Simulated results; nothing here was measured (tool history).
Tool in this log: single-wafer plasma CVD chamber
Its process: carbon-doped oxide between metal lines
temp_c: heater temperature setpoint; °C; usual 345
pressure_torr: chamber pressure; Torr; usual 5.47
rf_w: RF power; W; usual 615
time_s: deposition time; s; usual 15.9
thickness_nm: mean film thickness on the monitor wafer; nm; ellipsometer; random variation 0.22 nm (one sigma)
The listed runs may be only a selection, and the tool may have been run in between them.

| run | hour | temp_c | pressure_torr | rf_w | time_s | read-back reference wafer on the same gauge, thickness_nm | thickness_nm |
|---|---|---|---|---|---|---|---|
| 1 | 0 | 345 | 5.47 | 615 | 15.9 | 73.062 | 86.911 |
|  | 39.2 | thermocouple changed; heater temperature recalibrated |
| 2 | 40.3 | 345 | 5.47 | 615 | 15.9 | 73.082 | 87.821 |
|  | 79.3 | RF generator calibrated |
| 3 | 87.6 | 345 | 5.47 | 615 | 15.9 | 73.132 | 89.695 |
| 4 | 117.8 | 345 | 5.47 | 615 | 15.9 | 73.119 | 89.783 |
| 5 | 151 | 345 | 6.69 | 735 | 14.7 | 73.131 | 93.396 |
| 6 | 188.8 | 355 | 5.47 | 720 | 15.9 | 73.058 | 95.733 |
| 7 | 253.5 | 337 | 6.47 | 655 | 18.2 | 73.081 | 110.064 |
| 8 | 295.5 | 345 | 5.47 | 660 | 15.9 | 73.157 | 93.245 |
| 9 | 329.3 | 333 | 5.47 | 615 | 15.9 | 73.103 | 92.483 |
|  | 366.1 | showerhead replaced |
| 10 | 386.4 | 345 | 5.47 | 615 | 15.9 | 73.115 | 89.639 |
| 11 | 455.8 | 345 | 5.02 | 665 | 15.9 | 73.177 | 92.698 |
|  | 480.3 | capacitance manometer re-zeroed and calibrated |
| 12 | 499.4 | 359 | 4.81 | 510 | 14 | 73.067 | 67.329 |
| 13 | 556 | 345 | 6.67 | 740 | 14.1 | 73.061 | 89.424 |
| 14 | 614.6 | 345 | 4.47 | 615 | 14.2 | 73.055 | 78.127 |
| 15 | 664.1 | 345 | 4.41 | 505 | 17.9 | 73.106 | 87.409 |
| 16 | 711 | 345 | 4.16 | 710 | 15.9 | 73.127 | 94.481 |
| 17 | 767.6 | 345 | 4.4 | 710 | 13.3 | 73.124 | 79.295 |
|  | 773.7 | gauge calibrated |
| 18 | 830.8 | 345 | 5.47 | 615 | 15.9 | 73.115 | 88.999 |
| 19 | 902.2 | 345 | 5.47 | 615 | 15.9 | 73.121 | 88.436 |
| 20 | 929.6 | 350 | 6.17 | 615 | 14.5 | 73.131 | 80.447 |
| 21 | 990.1 | 354 | 4.3 | 550 | 18.7 | 73.092 | 92.876 |
| 22 | 1057.9 | 345 | 5.47 | 615 | 15.9 | 73.087 | 87.712 |
| 23 | 1107.2 | 356 | 4.62 | 615 | 14 | 73.123 | 74.522 |
| 24 | 1132.6 | 345 | 5.47 | 615 | 15.9 | 73.092 | 88.271 |
| 25 | 1193.6 | 352 | 5.96 | 575 | 14.2 | 73.084 | 74.769 |
| 26 | 1257.9 | 355 | 5.47 | 720 | 15.9 | 73.104 | 94.021 |
| 27 | 1318.5 | 335 | 5.47 | 680 | 15.9 | 73.063 | 95.439 |
| 28 | 1350 | 353 | 5.47 | 615 | 14.6 | 73.087 | 78.876 |

Branching from run 28: 4 alternative next runs. What would each branch give?
| A | 1350.4 | 345 | 5.47 | 615 | 14.6 | ? | ? |
| B | 1350.4 | 330 | 4.27 | 515 | 15.9 | ? | ? |
| C | 1350.4 | 345 | 5.47 | 650 | 12.7 | ? | ? |
| D | 1350.4 | 345 | 5.47 | 515 | 19.1 | ? | ? |

| run | read-back reference wafer on the same gauge, thickness_nm | thickness_nm |
|---|---|---|
| A | 73.11 | 80.956 |
| B | 73.11 | 80.639 |
| C | 73.11 | 72.92 |
| D | 73.11 | 94.908 |
What these runs would have given with no unlogged condition in the tool:
| run | thickness_nm |
|---|---|
| A | 83.035 |
| B | 82.862 |
| C | 74.793 |
| D | 97.382 |
